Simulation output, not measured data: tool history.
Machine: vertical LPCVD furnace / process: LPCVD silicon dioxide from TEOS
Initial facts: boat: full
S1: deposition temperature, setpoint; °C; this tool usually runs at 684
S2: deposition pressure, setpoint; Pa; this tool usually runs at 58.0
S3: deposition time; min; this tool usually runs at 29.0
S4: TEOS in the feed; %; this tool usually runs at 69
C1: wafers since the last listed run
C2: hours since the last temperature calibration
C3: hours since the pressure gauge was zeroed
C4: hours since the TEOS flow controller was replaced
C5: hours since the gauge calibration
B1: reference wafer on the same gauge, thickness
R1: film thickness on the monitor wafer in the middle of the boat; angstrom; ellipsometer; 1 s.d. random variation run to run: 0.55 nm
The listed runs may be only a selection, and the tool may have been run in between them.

{"run": 1, "hour": 0.0, "S1": 684, "S2": 58.0, "S3": 29.0, "S4": 69, "C1": 0, "C2": 1183.6, "C3": 356.8, "C4": 1532.0, "C5": 1403.0, "B1": 174.94, "R1": 1960.9}
{"run": 2, "hour": 94.6, "S1": 684, "S2": 58.0, "S3": 29.0, "S4": 69, "C1": 1513, "C2": 1278.2, "C3": 451.4, "C4": 1626.6, "C5": 1497.6, "B1": 174.95, "R1": 1965.6}
{"run": 3, "hour": 184.7, "S1": 684, "S2": 58.0, "S3": 29.0, "S4": 77, "C1": 1441, "C2": 1368.3, "C3": 541.5, "C4": 1716.7, "C5": 1587.7, "B1": 175.05, "R1": 2083.6}
{"run": 4, "hour": 237.8, "S1": 684, "S2": 58.0, "S3": 29.0, "S4": 69, "C1": 849, "C2": 1421.4, "C3": 594.6, "C4": 1769.8, "C5": 1640.8, "B1": 175.07, "R1": 1958.9}
{"run": 5, "hour": 307.5, "S1": 684, "S2": 58.0, "S3": 29.0, "S4": 69, "C1": 1115, "C2": 1491.1, "C3": 664.3, "C4": 1839.5, "C5": 1710.5, "B1": 175.03, "R1": 1976.3}
{"run": 6, "hour": 386.4, "S1": 684, "S2": 58.0, "S3": 29.0, "S4": 69, "C1": 1262, "C2": 1570.0, "C3": 743.2, "C4": 1918.4, "C5": 1789.4, "B1": 175.09, "R1": 1973.5}
{"run": 7, "hour": 473.0, "S1": 684, "S2": 58.0, "S3": 29.0, "S4": 73, "C1": 1385, "C2": 1656.6, "C3": 829.8, "C4": 2005.0, "C5": 1876.0, "B1": 174.97, "R1": 2035.8}
{"run": 8, "hour": 511.3, "S1": 684, "S2": 58.0, "S3": 29.0, "S4": 73, "C1": 612, "C2": 1694.9, "C3": 868.1, "C4": 2043.3, "C5": 1914.3, "B1": 174.89, "R1": 2027.3}
{"run": 9, "hour": 577.9, "S1": 684, "S2": 58.0, "S3": 29.0, "S4": 69, "C1": 1065, "C2": 1761.5, "C3": 934.7, "C4": 2109.9, "C5": 1980.9, "B1": 175.1, "R1": 1979.2}
{"run": 10, "hour": 636.8, "S1": 684, "S2": 58.0, "S3": 29.0, "S4": 69, "C1": 942, "C2": 1820.4, "C3": 993.6, "C4": 2168.8, "C5": 2039.8, "B1": 174.94, "R1": 1986.2}
{"run": 11, "hour": 734.2, "S1": 684, "S2": 58.0, "S3": 29.0, "S4": 69, "C1": 1558, "C2": 1917.8, "C3": 1091.0, "C4": 2266.2, "C5": 2137.2, "B1": 175.06, "R1": 1987.7}
{"run": 12, "hour": 788.3, "S1": 688, "S2": 58.0, "S3": 35.0, "S4": 69, "C1": 865, "C2": 1971.9, "C3": 1145.1, "C4": 2320.3, "C5": 2191.3, "B1": 175.08, "R1": 2641.5}
{"run": 13, "hour": 827.9, "S1": 684, "S2": 58.0, "S3": 29.0, "S4": 69, "C1": 633, "C2": 2011.5, "C3": 1184.7, "C4": 2359.9, "C5": 2230.9, "B1": 174.82, "R1": 1972.6}
{"run": 14, "hour": 935.7, "S1": 684, "S2": 58.0, "S3": 29.0, "S4": 69, "C1": 1724, "C2": 2119.3, "C3": 1292.5, "C4": 2467.7, "C5": 2338.7, "B1": 175.11, "R1": 1998.6}
{"run": 15, "hour": 1039.1, "S1": 684, "S2": 58.0, "S3": 29.0, "S4": 73, "C1": 1654, "C2": 2222.7, "C3": 1395.9, "C4": 2571.1, "C5": 2442.1, "B1": 174.9, "R1": 2052.2}
{"run": 16, "hour": 1095.0, "S1": 684, "S2": 58.0, "S3": 33.0, "S4": 81, "C1": 894, "C2": 2278.6, "C3": 1451.8, "C4": 2627.0, "C5": 2498.0, "B1": 174.96, "R1": 2472.8}
{"hour": 1119.4, "done": "gauge calibrated"}
{"run": 17, "hour": 1176.6, "S1": 684, "S2": 58.0, "S3": 29.0, "S4": 74, "C1": 1305, "C2": 2360.2, "C3": 1533.4, "C4": 2708.6, "C5": 57.2, "B1": 175.04, "R1": 2063.3}
{"run": 18, "hour": 1283.9, "S1": 684, "S2": 45.3, "S3": 29.0, "S4": 60, "C1": 1716, "C2": 2467.5, "C3": 1640.7, "C4": 2815.9, "C5": 164.5, "B1": 174.98, "R1": 1645.5}
{"run": 19, "hour": 1389.0, "S1": 695, "S2": 58.0, "S3": 29.0, "S4": 69, "C1": 1681, "C2": 2572.6, "C3": 1745.8, "C4": 2921.0, "C5": 269.6, "B1": 174.94, "R1": 2600.6}
{"run": 20, "hour": 1479.9, "S1": 677, "S2": 50.0, "S3": 21.0, "S4": 64, "C1": 1454, "C2": 2663.5, "C3": 1836.7, "C4": 3011.9, "C5": 360.5, "B1": 175.01, "R1": 1096.5}
{"hour": 1536.0, "done": "pressure gauge zeroed"}
{"run": 21, "hour": 1558.6, "S1": 684, "S2": 58.0, "S3": 23.5, "S4": 79, "C1": 875, "C2": 2742.2, "C3": 22.6, "C4": 3090.6, "C5": 439.2, "B1": 174.97, "R1": 1741.2}
{"run": 22, "hour": 1657.2, "S1": 688, "S2": 72.0, "S3": 32.0, "S4": 63, "C1": 1577, "C2": 2840.8, "C3": 121.2, "C4": 3189.2, "C5": 537.8, "B1": 175.03, "R1": 2606.2}
{"hour": 1710.7, "done": "thermocouples replaced and temperature profile calibrated"}
{"run": 23, "hour": 1745.6, "S1": 684, "S2": 58.0, "S3": 29.0, "S4": 69, "C1": 1030, "C2": 34.9, "C3": 209.6, "C4": 3277.6, "C5": 626.2, "B1": 174.82, "R1": 1926.4}
{"hour": 1797.5, "done": "TEOS flow controller replaced"}
{"run": 24, "hour": 1902.9, "S1": 684, "S2": 58.0, "S3": 35.5, "S4": 69, "C1": 2132, "C2": 192.2, "C3": 366.9, "C4": 105.4, "C5": 783.5, "B1": 174.93, "R1": 2386.6}
{"run": 25, "hour": 1990.3, "S1": 684, "S2": 58.0, "S3": 29.0, "S4": 56, "C1": 1398, "C2": 279.6, "C3": 454.3, "C4": 192.8, "C5": 870.9, "B1": 174.88, "R1": 1762.8}
{"run": 26, "hour": 2079.0, "S1": 690, "S2": 54.0, "S3": 29.0, "S4": 80, "C1": 1419, "C2": 368.3, "C3": 543.0, "C4": 281.5, "C5": 959.6, "B1": 175.05, "R1": 2338.7}
{"run": 27, "hour": 2163.2, "S1": 684, "S2": 58.0, "S3": 29.0, "S4": 75, "C1": 1347, "C2": 452.5, "C3": 627.2, "C4": 365.7, "C5": 1043.8, "B1": 175.04, "R1": 2031.7}
{"run": 28, "hour": 2265.3, "S1": 675, "S2": 70.7, "S3": 38.0, "S4": 69, "C1": 1633, "C2": 554.6, "C3": 729.3, "C4": 467.8, "C5": 1145.9, "B1": 175.11, "R1": 2270.5}
{"run": 29, "hour": 2330.3, "S1": 684, "S2": 58.0, "S3": 29.0, "S4": 69, "C1": 1039, "C2": 619.6, "C3": 794.3, "C4": 532.8, "C5": 1210.9, "B1": 175.14, "R1": 1955.7}

Branching from run 29: 4 alternative next runs. What would each branch give?
{"run": "A", "hour": 2335.2, "S1": 684, "S2": 58.0, "S3": 29.0, "S4": 69, "C1": 78, "C2": 624.5, "C3": 799.2, "C4": 537.7, "C5": 1215.8, "B1": "?", "R1": "?"}
{"run": "B", "hour": 2335.2, "S1": 684, "S2": 69.3, "S3": 19.5, "S4": 69, "C1": 78, "C2": 624.5, "C3": 799.2, "C4": 537.7, "C5": 1215.8, "B1": "?", "R1": "?"}
{"run": "C", "hour": 2335.2, "S1": 684, "S2": 58.0, "S3": 29.0, "S4": 61, "C1": 78, "C2": 624.5, "C3": 799.2, "C4": 537.7, "C5": 1215.8, "B1": "?", "R1": "?"}
{"run": "D", "hour": 2335.2, "S1": 684, "S2": 52.0, "S3": 29.0, "S4": 69, "C1": 78, "C2": 624.5, "C3": 799.2, "C4": 537.7, "C5": 1215.8, "B1": "?", "R1": "?"}

run=A B1=175.11 R1=1949.9
run=B B1=175.11 R1=1433.5
run=C B1=175.11 R1=1833.4
run=D B1=175.11 R1=1846.3
The same runs, with their run-to-run variation unchanged, on a tool lacking any hidden condition would have given:
run=A R1=1918.9
run=B R1=1410.8
run=C R1=1804.3
run=D R1=1817.0
